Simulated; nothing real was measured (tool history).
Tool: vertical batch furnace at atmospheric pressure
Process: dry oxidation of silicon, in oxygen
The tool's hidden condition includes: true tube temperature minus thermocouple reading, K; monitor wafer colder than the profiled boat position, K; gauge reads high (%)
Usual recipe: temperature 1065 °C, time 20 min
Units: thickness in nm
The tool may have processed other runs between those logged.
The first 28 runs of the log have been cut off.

run	hour	temperature	time	wafers since the last listed run	hours since the last temperature calibration	hours since the boat lift was adjusted	hours since the gauge calibration	read-back reference wafer on the same gauge, thickness	thickness
29	780.5	1058	26.5	746	166.6	543.6	494	49.11	46.59
30	801.4	1065	20	543	187.5	564.5	514.9	49.09	41.81
31	833.4	1078	24.5	832	219.5	596.5	546.9	49.1	52.05
32	882.6	1079	20	1279	268.7	645.7	596.1	49.09	46.58
33	897.5	1074	27	387	283.6	660.6	611	49.1	53.7
34	923	1065	20	663	309.1	686.1	636.5	49.1	41.9
35	945.4	1053	26.5	582	331.5	708.5	658.9	49.1	44.77
36	997.1	1077	23	1344	383.2	760.2	710.6	49.1	50.1
37	1015.5	1084	25	478	401.6	778.6	729	49.1	55.4
38	1030.1	1057	13	379	416.2	793.2	743.6	49.11	30.64
39	1065.5	1065	20	920	451.6	828.6	779	49.09	41.96
40	1082	1065	24.5	429	468.1	845.1	795.5	49.1	47.21

Alternative continuations, all from the tool just after run 40; predict every row:
# hour 1083.7: gauge calibrated
A	1085.4	1050	20	88	471.5	848.5	1.7	?	?
# hour 1083.7: gauge calibrated
B	1085.4	1048	24	88	471.5	848.5	1.7	?	?
# hour 1083.7: gauge calibrated
C	1085.4	1051	27	88	471.5	848.5	1.7	?	?

run	read-back reference wafer on the same gauge, thickness	thickness
A	49.07	37.2
B	49.07	40.72
C	49.07	44.76
Without the tool's hidden state the same runs would have given:
run	thickness
A	37.35
B	40.88
C	44.94
